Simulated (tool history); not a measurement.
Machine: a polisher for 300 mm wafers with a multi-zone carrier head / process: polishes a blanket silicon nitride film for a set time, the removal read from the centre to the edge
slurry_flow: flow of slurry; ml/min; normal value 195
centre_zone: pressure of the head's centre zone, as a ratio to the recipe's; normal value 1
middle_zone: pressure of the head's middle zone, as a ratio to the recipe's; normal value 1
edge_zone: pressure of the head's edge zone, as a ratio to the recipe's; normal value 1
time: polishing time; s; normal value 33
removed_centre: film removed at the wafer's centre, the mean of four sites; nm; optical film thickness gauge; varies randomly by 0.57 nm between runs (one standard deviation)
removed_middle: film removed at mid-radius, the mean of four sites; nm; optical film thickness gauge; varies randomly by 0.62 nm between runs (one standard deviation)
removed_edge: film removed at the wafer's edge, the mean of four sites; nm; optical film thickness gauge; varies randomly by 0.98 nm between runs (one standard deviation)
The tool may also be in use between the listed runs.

run,day,slurry_flow,centre_zone,middle_zone,edge_zone,time,wafers since the last listed run,wafers polished on this pad,hours since the slurry nozzle was cleaned,hours since the centre zone pressure was calibrated,hours since the edge zone pressure was calibrated,hours since the carrier head's membrane was replaced,"incoming thickness of the incoming film, nm",removed_centre,removed_middle,removed_edge
1,0,195,1,0.96,1,27,0,648,49,651.9,1295,907.1,596.3,55.7,55.2,55.7
2,0.508,195,1,1.08,1,33,128,777,61.2,664.1,1307.2,919.3,577.3,69.1,73.5,67.7
3,0.996,195,1,1,1,28,123,901,72.9,675.8,1318.9,931,587.1,58.6,58.7,56.2
# day 1.817: worn pad replaced by a new one
# day 2.317: carrier head's membrane replaced by a new one
4,2.554,235,1,1.06,0.92,33,300,133,110.3,713.2,1356.3,5.7,590.9,70.6,74.6,66.4
5,2.875,195,1.12,0.94,1.08,30,81,215,118,720.9,1364,13.4,602.6,68.7,59.8,62.5
6,3.162,195,1,1,1,33,72,288,124.9,727.8,1370.9,20.3,586,67.8,69.5,65.8
7,3.75,195,1,0.93,1.09,39,149,437,139,741.9,1385,34.4,589.4,79.6,76.6,83.4
# day 4.283: edge zone pressure recalibrated
8,4.325,260,1.11,1,1,33,124,561,152.8,755.7,1,48.2,580.2,78.2,72.4,68.8
# day 4.558: centre zone pressure recalibrated
9,4.85,195,1,1,1,33,112,673,165.4,7,13.6,60.8,593.8,67.7,68.6,68.4
10,5.75,195,1,1,1,24,228,902,187,28.6,35.2,82.4,585.1,49.8,50.5,47.5
11,6.475,265,1,1,1.07,33,183,1086,204.4,46,52.6,99.8,586.7,70.1,72.3,72.5
# day 6.654: worn pad replaced by a new one
12,7.004,195,1,1,1,33,91,88,217.1,58.7,65.3,112.5,583.1,67.5,68.8,67.5
13,7.375,195,1,0.92,0.92,33,94,182,226,67.6,74.2,121.4,599.8,67.4,63.6,62.5
14,7.642,170,1,1.09,1,26,67,250,232.4,74,80.6,127.8,591.4,51.9,57.3,51.5
15,7.912,195,1.12,0.94,1.08,30,68,319,238.9,80.5,87.1,134.3,587.2,68.1,60,61.3
16,8.321,220,1.06,1,1,42,103,422,248.7,90.3,96.9,144.1,581.3,92.8,89.4,86.2
17,8.812,195,1,1,1,33,124,547,260.5,102.1,108.7,155.9,595.8,66.8,67.4,67.4
18,9.429,265,1,1,1.07,33,156,704,275.3,116.9,123.5,170.7,595.4,69.6,71.1,70.2
19,9.817,195,0.89,1,1.1,33,98,802,284.6,126.2,132.8,180,597.4,59.8,67.5,70.4
20,10.388,195,1,1,0.89,21,144,947,298.3,139.9,146.5,193.7,593.6,42.8,43,40.3
21,10.725,195,1,1.07,1,33,85,1032,306.4,148,154.6,201.8,589.5,67.2,71.9,67.5
# day 11.025: worn pad replaced by a new one
22,11.438,195,1,1,1,33,138,104,323.5,165.1,171.7,218.9,584,67.5,68.5,68.8

Entry by entry between the runs, the difference in hidden state between the last listed run before and the first listed run after:
From run 3 to run 4: worn pad replaced by a new one (day 1.817); carrier head's membrane replaced by a new one (day 2.317)
  slurry flow missing at the pad, %: 8.54 -> 10.3
  difference, measured minus the result without the unlogged condition, removed_centre: -0.9 -> -1.1 nm; removed_middle: -0.8 -> -1 nm; removed_edge: -0.5 -> -0.7 nm
From run 7 to run 8: edge zone pressure recalibrated (day 4.283)
  slurry flow missing at the pad, %: 11.6 -> 12.3
  difference, measured minus the result without the unlogged condition, removed_centre: -1.6 -> -1.3 nm; removed_middle: -1.4 -> -1 nm; removed_edge: -1.1 -> -0.8 nm
From run 8 to run 9: centre zone pressure recalibrated (day 4.558)
  slurry flow missing at the pad, %: 12.3 -> 12.9
  difference, measured minus the result without the unlogged condition, removed_centre: -1.3 -> -1.5 nm; removed_middle: -1 -> -1.4 nm; removed_edge: -0.8 -> -1 nm
From run 11 to run 12: worn pad replaced by a new one (day 6.654)
  slurry flow missing at the pad, %: 14.7 -> 15.3
  difference, measured minus the result without the unlogged condition, removed_centre: -1.3 -> -1.8 nm; removed_middle: -1.3 -> -1.6 nm; removed_edge: -1 -> -1.2 nm
From run 21 to run 22: worn pad replaced by a new one (day 11.025)
  slurry flow missing at the pad, %: 19.5 -> 20.3
  difference, measured minus the result without the unlogged condition, removed_centre: -2.5 -> -2.7 nm; removed_middle: -2.4 -> -2.4 nm; removed_edge: -1.6 -> -1.8 nm

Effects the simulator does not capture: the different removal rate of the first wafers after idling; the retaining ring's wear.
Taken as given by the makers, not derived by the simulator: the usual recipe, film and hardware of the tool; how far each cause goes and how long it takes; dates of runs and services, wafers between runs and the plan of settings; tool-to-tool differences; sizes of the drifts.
